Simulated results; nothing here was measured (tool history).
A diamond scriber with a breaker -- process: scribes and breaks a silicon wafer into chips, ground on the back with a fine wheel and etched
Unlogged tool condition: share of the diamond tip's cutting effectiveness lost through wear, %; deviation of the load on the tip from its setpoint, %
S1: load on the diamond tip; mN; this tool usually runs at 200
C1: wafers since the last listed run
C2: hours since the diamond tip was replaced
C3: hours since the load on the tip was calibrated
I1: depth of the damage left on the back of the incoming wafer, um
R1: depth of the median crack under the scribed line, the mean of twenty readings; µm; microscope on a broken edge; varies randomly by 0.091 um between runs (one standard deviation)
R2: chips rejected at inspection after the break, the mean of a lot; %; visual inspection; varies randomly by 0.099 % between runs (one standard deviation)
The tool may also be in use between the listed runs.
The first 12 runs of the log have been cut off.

run   hour   S1   C1     C2     C3    I1    R1    R2
 13  384.5  200   98  687.8   44.0  0.54  8.52  1.53
 14  408.6  200  102  711.9   68.1  0.42  8.54  1.46
 15  434.1  200  108  737.4   93.6  0.73  8.69  1.57
 16  470.0  151  152  773.3  129.5  0.53  7.80  3.29
 17  487.4  144   74  790.7  146.9  0.40  7.59  3.98
 18  518.6  200  132  821.9  178.1  0.67  8.67  1.54
     544.5  -- diamond tip replaced by a new one
 19  548.8  227  120    4.3  208.3  0.60  9.12  1.99
 20  573.8  150  106   29.3  233.3  0.64  7.70  2.79
 21  607.6  171  143   63.1  267.1  0.63  8.01  2.24
 22  620.7  154   55   76.2  280.2  0.71  7.66  2.90
 23  639.6  155   80   95.1  299.1  0.59  7.82  2.97
 24  669.3  257  126  124.8  328.8  0.59  9.69  3.27
 25  685.3  200   68  140.8  344.8  0.71  8.43  1.66
 26  715.3  246  127  170.8  374.8  0.54  9.48  2.78
 27  734.4  200   81  189.9  393.9  0.52  8.69  1.37
 28  748.9  183   61  204.4  408.4  0.49  8.25  1.80
 29  763.4  142   61  218.9  422.9  0.55  7.40  3.99
 30  792.4  153  123  247.9  451.9  0.57  7.72  2.60
 31  810.0  229   74  265.5  469.5  0.79  9.15  2.05

What if the next run were any one of these 4? Each begins from the tool's condition after run 31:
  A  810.5  200   2  266.0  470.0  0.47   ?   ?
  B  810.5  251   2  266.0  470.0  0.47   ?   ?
  C  810.5  172   2  266.0  470.0  0.47   ?   ?
  D  810.5  149   2  266.0  470.0  0.47   ?   ?

run    R1    R2
  A  8.78  1.54
  B  9.77  2.83
  C  8.22  2.05
  D  7.73  3.37
With the hidden condition removed and each run's random variation left untouched, the same runs would have given:
run    R1    R2
  A  8.78  1.54
  B  9.77  2.83
  C  8.22  2.05
  D  7.73  3.37
